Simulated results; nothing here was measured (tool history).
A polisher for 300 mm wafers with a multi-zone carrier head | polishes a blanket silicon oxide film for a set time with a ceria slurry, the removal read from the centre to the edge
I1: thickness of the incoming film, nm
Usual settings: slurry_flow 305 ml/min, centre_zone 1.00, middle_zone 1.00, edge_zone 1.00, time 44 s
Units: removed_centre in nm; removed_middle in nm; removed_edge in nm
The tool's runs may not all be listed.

run 1 day=0.000 | slurry_flow=305 centre_zone=1.00 middle_zone=1.00 edge_zone=1.00 time=44 | I1=1676.8 | removed_centre=412.4 removed_middle=393.2 removed_edge=380.8
run 2 day=0.396 | slurry_flow=305 centre_zone=1.00 middle_zone=1.00 edge_zone=1.00 time=44 | I1=1678.7 | removed_centre=408.7 removed_middle=383.6 removed_edge=378.6
run 3 day=0.754 | slurry_flow=305 centre_zone=1.00 middle_zone=1.00 edge_zone=1.00 time=44 | I1=1690.4 | removed_centre=405.7 removed_middle=381.7 removed_edge=379.9
run 4 day=1.475 | slurry_flow=305 centre_zone=1.00 middle_zone=1.00 edge_zone=1.00 time=44 | I1=1677.7 | removed_centre=412.6 removed_middle=377.0 removed_edge=389.3
run 5 day=2.104 | slurry_flow=305 centre_zone=1.04 middle_zone=1.00 edge_zone=1.00 time=44 | I1=1658.3 | removed_centre=425.5 removed_middle=383.1 removed_edge=380.4
-- day=2.792 centre zone pressure recalibrated
run 6 day=2.812 | slurry_flow=305 centre_zone=1.04 middle_zone=1.00 edge_zone=1.00 time=44 | I1=1655.8 | removed_centre=458.6 removed_middle=391.6 removed_edge=373.3
run 7 day=3.233 | slurry_flow=305 centre_zone=0.93 middle_zone=1.00 edge_zone=1.00 time=44 | I1=1666.7 | removed_centre=405.9 removed_middle=384.0 removed_edge=385.6
run 8 day=3.683 | slurry_flow=305 centre_zone=0.93 middle_zone=1.00 edge_zone=1.00 time=44 | I1=1670.3 | removed_centre=411.8 removed_middle=387.4 removed_edge=377.3
run 9 day=3.992 | slurry_flow=305 centre_zone=0.93 middle_zone=1.00 edge_zone=1.00 time=44 | I1=1675.8 | removed_centre=410.6 removed_middle=379.4 removed_edge=381.4
-- day=4.488 edge zone pressure recalibrated
-- day=4.808 carrier head's membrane replaced by a new one
run 10 day=4.829 | slurry_flow=305 centre_zone=1.00 middle_zone=1.00 edge_zone=1.00 time=44 | I1=1670.3 | removed_centre=439.9 removed_middle=385.8 removed_edge=380.6
-- day=4.992 centre zone pressure recalibrated, repeated, since the last time left the tool worse
-- day=5.425 worn pad replaced by a new one
run 11 day=5.438 | slurry_flow=305 centre_zone=0.93 middle_zone=0.89 edge_zone=1.00 time=44 | I1=1665.7 | removed_centre=358.7 removed_middle=361.7 removed_edge=384.5
run 12 day=5.962 | slurry_flow=340 centre_zone=1.00 middle_zone=1.00 edge_zone=0.91 time=44 | I1=1683.3 | removed_centre=388.2 removed_middle=388.5 removed_edge=368.5
-- day=6.008 slurry nozzle cleaned
run 13 day=6.354 | slurry_flow=305 centre_zone=1.00 middle_zone=1.00 edge_zone=1.00 time=44 | I1=1704.6 | removed_centre=386.6 removed_middle=380.9 removed_edge=387.3
run 14 day=7.050 | slurry_flow=305 centre_zone=0.89 middle_zone=1.00 edge_zone=1.00 time=44 | I1=1659.5 | removed_centre=341.1 removed_middle=384.1 removed_edge=381.2
run 15 day=7.483 | slurry_flow=305 centre_zone=1.00 middle_zone=0.91 edge_zone=1.00 time=44 | I1=1661.1 | removed_centre=388.8 removed_middle=364.7 removed_edge=377.5
run 16 day=8.121 | slurry_flow=305 centre_zone=1.00 middle_zone=1.00 edge_zone=0.95 time=59 | I1=1647.6 | removed_centre=520.6 removed_middle=512.9 removed_edge=499.0
run 17 day=8.812 | slurry_flow=270 centre_zone=1.07 middle_zone=1.10 edge_zone=1.04 time=44 | I1=1674.1 | removed_centre=408.5 removed_middle=398.3 removed_edge=379.9
run 18 day=9.575 | slurry_flow=215 centre_zone=1.00 middle_zone=1.00 edge_zone=1.00 time=44 | I1=1661.9 | removed_centre=373.1 removed_middle=370.3 removed_edge=366.5
run 19 day=10.321 | slurry_flow=305 centre_zone=1.00 middle_zone=1.00 edge_zone=1.12 time=44 | I1=1674.0 | removed_centre=394.3 removed_middle=382.5 removed_edge=404.7
-- day=10.808 worn pad replaced by a new one
run 20 day=11.021 | slurry_flow=305 centre_zone=1.00 middle_zone=1.00 edge_zone=1.00 time=44 | I1=1675.0 | removed_centre=387.3 removed_middle=384.5 removed_edge=374.2
run 21 day=11.400 | slurry_flow=305 centre_zone=1.00 middle_zone=1.00 edge_zone=1.00 time=44 | I1=1645.5 | removed_centre=389.0 removed_middle=389.1 removed_edge=380.9
run 22 day=12.067 | slurry_flow=305 centre_zone=1.08 middle_zone=1.10 edge_zone=0.95 time=32 | I1=1691.2 | removed_centre=309.2 removed_middle=295.0 removed_edge=272.0
run 23 day=12.642 | slurry_flow=305 centre_zone=1.00 middle_zone=1.00 edge_zone=1.05 time=44 | I1=1684.2 | removed_centre=394.9 removed_middle=384.9 removed_edge=389.9

Forecast each of these 3 alternatives for the next run:
run A day=12.658 | slurry_flow=305 centre_zone=1.00 middle_zone=1.00 edge_zone=0.96 time=44 | I1=1670.2 | removed_centre=? removed_middle=? removed_edge=?
run B day=12.658 | slurry_flow=305 centre_zone=1.12 middle_zone=1.00 edge_zone=0.89 time=44 | I1=1670.2 | removed_centre=? removed_middle=? removed_edge=?
run C day=12.658 | slurry_flow=235 centre_zone=1.07 middle_zone=1.00 edge_zone=1.00 time=44 | I1=1670.2 | removed_centre=? removed_middle=? removed_edge=?

run=A removed_centre=395.7 removed_middle=390.1 removed_edge=378.3
run=B removed_centre=443.4 removed_middle=389.9 removed_edge=365.9
run=C removed_centre=411.1 removed_middle=379.5 removed_edge=377.6
Without the tool's hidden state the same runs would have given:
run=A removed_centre=384.6 removed_middle=390.1 removed_edge=378.3
run=B removed_centre=431.1 removed_middle=389.9 removed_edge=365.9
run=C removed_centre=399.6 removed_middle=379.6 removed_edge=377.6
